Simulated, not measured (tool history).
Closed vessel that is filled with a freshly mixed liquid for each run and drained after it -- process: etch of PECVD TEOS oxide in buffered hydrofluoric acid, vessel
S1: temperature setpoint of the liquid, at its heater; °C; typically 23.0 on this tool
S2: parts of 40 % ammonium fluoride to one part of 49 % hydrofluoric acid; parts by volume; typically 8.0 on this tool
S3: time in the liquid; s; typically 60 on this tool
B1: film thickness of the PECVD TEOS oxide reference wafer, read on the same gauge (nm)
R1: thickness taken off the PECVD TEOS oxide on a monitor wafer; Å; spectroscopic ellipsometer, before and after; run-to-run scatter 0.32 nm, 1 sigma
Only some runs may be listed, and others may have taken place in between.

run    hour    S1    S2  S3     B1      R1
  1     0.0  23.0   8.0  60  61.45   902.7
  2    96.1  23.0   8.0  60  61.53   898.4
  3   178.0  23.0   8.0  60  61.63   901.8
      198.5  -- thermometer replaced
  4   247.8  23.0   7.0  70  61.64  1219.2
  5   317.1  23.0   8.0  60  61.69   903.9
  6   395.0  23.0   8.0  60  61.73   902.4
  7   438.5  23.0   8.0  60  61.77   902.8
  8   520.9  23.0   8.0  70  61.76  1061.3
  9   559.2  23.0   8.0  70  61.84  1061.0
 10   598.1  23.0   8.0  60  61.79   904.8
 11   693.9  23.0   9.5  60  61.86   769.7
 12   744.7  19.0   9.0  60  61.87   637.0
      809.3  -- hydrofluoric acid flow meter replaced
 13   834.9  25.0  10.0  60  61.91   835.1
      852.9  -- thermometer replaced
      889.4  -- gauge calibrated
 14   931.1  19.5   8.0  40  60.11   485.9
 15  1031.6  19.0   9.0  60  60.43   621.6
 16  1118.0  23.0   8.0  60  60.63   893.1
 17  1201.2  23.0   6.5  45  60.81   823.6
 18  1267.3  23.0   8.0  60  60.97   894.6
 19  1323.7  23.0   8.0  60  61.07   893.0
 20  1377.6  21.0   6.5  70  61.15  1150.7
     1422.6  -- thermometer replaced
 21  1475.5  23.0   5.5  60  61.27  1281.0
 22  1572.6  19.0   8.0  30  61.43   360.7
 23  1677.9  23.0   8.0  60  61.53   901.8
 24  1784.8  23.0   8.0  60  61.62   901.0
 25  1821.1  24.5  10.0  45  61.65   607.5
 26  1887.9  23.0   8.0  90  61.68  1357.1
 27  1958.9  27.0   8.0  60  61.75  1121.5
 28  2024.8  23.0   8.0  60  61.77   903.5
 29  2117.1  18.5   8.0  35  61.84   411.2
     2172.2  -- thermometer replaced
 30  2186.3  26.0   6.0  60  61.88  1395.1
 31  2225.4  23.0   8.0  60  61.88   910.4
     2260.5  -- hydrofluoric acid flow meter replaced
 32  2325.3  23.0  10.0  40  61.94   497.0
 33  2378.5  25.5   9.0  60  61.91   912.9

Exercise: give the hidden state of the tool at every run:
liquid colder than its thermometer reads (K): 0 across all the runs
hydrofluoric acid flow above the setpoint (%): 0 across all the runs
H1: gauge reads high (%)
run     H1
  1   2.46
  2   2.59
  3   2.68
  4   2.76
  5   2.82
  6   2.89
  7   2.92
  8   2.98
  9   3.01
 10   3.03
 11   3.08
 12   3.11
 13   3.15
 14  0.201
 15  0.686
 16   1.05
 17   1.35
 18   1.57
 19   1.74
 20   1.89
 21   2.13
 22   2.34
 23   2.53
 24   2.69
 25   2.75
 26   2.83
 27   2.91
 28   2.98
 29   3.07
 30   3.12
 31   3.15
 32   3.22
 33   3.25
